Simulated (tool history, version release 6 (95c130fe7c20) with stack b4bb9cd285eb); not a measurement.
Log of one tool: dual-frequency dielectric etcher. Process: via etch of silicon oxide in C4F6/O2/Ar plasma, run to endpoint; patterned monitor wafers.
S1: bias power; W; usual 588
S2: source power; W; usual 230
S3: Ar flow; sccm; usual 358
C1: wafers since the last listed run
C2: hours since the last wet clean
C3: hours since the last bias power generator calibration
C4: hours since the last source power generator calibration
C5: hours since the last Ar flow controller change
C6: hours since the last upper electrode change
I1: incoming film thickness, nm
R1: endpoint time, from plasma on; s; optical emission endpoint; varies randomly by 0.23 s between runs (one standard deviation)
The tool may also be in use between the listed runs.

run	day	S1	S2	S3	C1	C2	C3	C4	C5	C6	I1	R1
1	0	651	230	422	0	377.8	1392	3191.8	4416.7	3481.7	183.1	41.9
2	0.521	651	230	422	187	390.3	1404.5	3204.3	4429.2	3494.2	184.5	42.3
3	1.25	588	230	358	262	407.8	1422	3221.8	4446.7	3511.7	186.1	44.6
4	1.858	588	190	358	218	422.4	1436.6	3236.4	4461.3	3526.3	186.2	48.1
5	2.583	588	190	358	260	439.8	1454	3253.8	4478.7	3543.7	184.5	48
6	3.104	588	230	358	187	452.3	1466.5	3266.3	4491.2	3556.2	184.4	43.9
7	3.504	588	230	358	143	461.9	1476.1	3275.9	4500.8	3565.8	183.7	43.7
# day 4.875: wet clean of the chamber
8	4.896	588	230	358	140	0.5	1509.5	3309.3	4534.2	3599.2	185.1	45.8
9	4.908	588	230	358	4	0.8	1509.8	3309.6	4534.5	3599.5	183.2	45.6
10	5.579	588	230	358	241	16.9	1525.9	3325.7	4550.6	3615.6	184.9	45.7
11	5.921	588	230	358	122	25.1	1534.1	3333.9	4558.8	3623.8	182	45.4
12	6.462	588	230	358	194	38.1	1547.1	3346.9	4571.8	3636.8	185.1	45.7
# day 6.638: bias power generator calibrated
13	6.938	588	230	358	110	49.5	7.2	3358.3	4583.2	3648.2	185.5	45.8
14	7.458	588	230	358	187	62	19.7	3370.8	4595.7	3660.7	180.9	44.8
# day 7.804: Ar flow controller replaced
# day 8.629: source power generator calibrated
# day 8.883: upper electrode replaced, of another model than before
15	8.904	724	230	330	278	96.7	54.4	6.6	26.4	0.5	182.6	40.2
16	8.921	447	210	413	5	97.1	54.8	7	26.8	0.9	184	54.1

What will run 17 give?
17	9.238	730	230	358	113	104.7	62.4	14.6	34.4	8.5	183	?

R1: 39.9 s
The same run, on a tool lacking any hidden state, would have yielded R1 40.8 s.
